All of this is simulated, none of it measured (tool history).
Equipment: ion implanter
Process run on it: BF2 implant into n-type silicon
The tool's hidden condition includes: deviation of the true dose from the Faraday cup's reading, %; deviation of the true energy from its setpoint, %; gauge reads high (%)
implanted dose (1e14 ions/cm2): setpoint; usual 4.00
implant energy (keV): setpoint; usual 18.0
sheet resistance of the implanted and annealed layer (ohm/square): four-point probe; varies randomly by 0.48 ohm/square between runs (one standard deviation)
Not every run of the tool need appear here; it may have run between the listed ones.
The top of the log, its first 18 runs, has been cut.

run   hour  implanted dose (1e14 ions/cm2)  implant energy (keV)  wafers since the last listed run  hours since the last dose calibration  hours since the extraction supply was calibrated  hours since the gauge calibration  read-back reference wafer on the same gauge, sheet resistance  sheet resistance of the implanted and annealed layer (ohm/square)
     218.9  -- gauge calibrated
 19  222.6                            4.00                  18.0                               304                                  110.5                                            4388.0                                3.7                                                         370.98                                                             319.52
     242.6  -- extraction supply calibrated
 20  243.1                            4.32                  22.5                               239                                  131.0                                               0.5                               24.2                                                         370.88                                                             287.12
 21  247.7                            4.00                  14.5                                88                                  135.6                                               5.1                               28.8                                                         370.77                                                             335.94
 22  261.1                            4.37                  16.0                               256                                  149.0                                              18.5                               42.2                                                         370.88                                                             309.93
 23  278.4                            4.00                  18.0                               331                                  166.3                                              35.8                               59.5                                                         370.96                                                             319.16
 24  295.9                            4.55                  13.0                               335                                  183.8                                              53.3                               77.0                                                         370.92                                                             323.92
 25  309.1                            3.64                  13.5                               252                                  197.0                                              66.5                               90.2                                                         371.13                                                             363.54
 26  323.7                            4.00                  18.0                               279                                  211.6                                              81.1                              104.8                                                         370.95                                                             318.66
 27  339.4                            4.00                  18.0                               300                                  227.3                                              96.8                              120.5                                                         371.11                                                             318.73
 28  347.1                            3.30                  18.0                               147                                  235.0                                             104.5                              128.2                                                         371.07                                                             367.16
 29  353.8                            4.00                  23.0                               128                                  241.7                                             111.2                              134.9                                                         370.89                                                             303.87
 30  366.1                            5.18                  12.0                               235                                  254.0                                             123.5                              147.2                                                         371.19                                                             311.85
 31  373.5                            4.42                  21.0                               141                                  261.4                                             130.9                              154.6                                                         371.10                                                             285.84
 32  380.1                            5.11                  13.5                               126                                  268.0                                             137.5                              161.2                                                         371.05                                                             301.64
 33  390.8                            4.00                  18.0                               204                                  278.7                                             148.2                              171.9                                                         371.03                                                             317.97
 34  399.6                            4.68                  23.5                               168                                  287.5                                             157.0                              180.7                                                         370.94                                                             268.48
 35  417.5                            4.77                  18.0                               342                                  305.4                                             174.9                              198.6                                                         370.95                                                             283.78
 36  424.9                            3.03                  18.0                               141                                  312.8                                             182.3                              206.0                                                         371.17                                                             390.68

Each row is a separate what-if for the run after 36, all from the same tool condition, not one after another. Results?
  A  425.3                            4.00                  18.0                                 7                                  313.2                                             182.7                              206.4                                                              ?                                                                  ?
  B  425.3                            3.28                  20.0                                 7                                  313.2                                             182.7                              206.4                                                              ?                                                                  ?
  C  425.3                            4.85                  18.0                                 7                                  313.2                                             182.7                              206.4                                                              ?                                                                  ?
  D  425.3                            5.20                  22.5                                 7                                  313.2                                             182.7                              206.4                                                              ?                                                                  ?
  E  425.3                            2.82                  20.0                                 7                                  313.2                                             182.7                              206.4                                                              ?                                                                  ?

run  read-back reference wafer on the same gauge, sheet resistance  sheet resistance of the implanted and annealed layer (ohm/square)
  A                                                         371.02                                                             318.36
  B                                                         371.02                                                             361.90
  C                                                         371.02                                                             281.48
  D                                                         371.02                                                             252.81
  E                                                         371.02                                                             408.78
The same runs, with their run-to-run variation unchanged, on a tool lacking any hidden condition would have given:
run  sheet resistance of the implanted and annealed layer (ohm/square)
  A                                                             320.19
  B                                                             364.29
  C                                                             282.87
  D                                                             254.17
  E                                                             411.59

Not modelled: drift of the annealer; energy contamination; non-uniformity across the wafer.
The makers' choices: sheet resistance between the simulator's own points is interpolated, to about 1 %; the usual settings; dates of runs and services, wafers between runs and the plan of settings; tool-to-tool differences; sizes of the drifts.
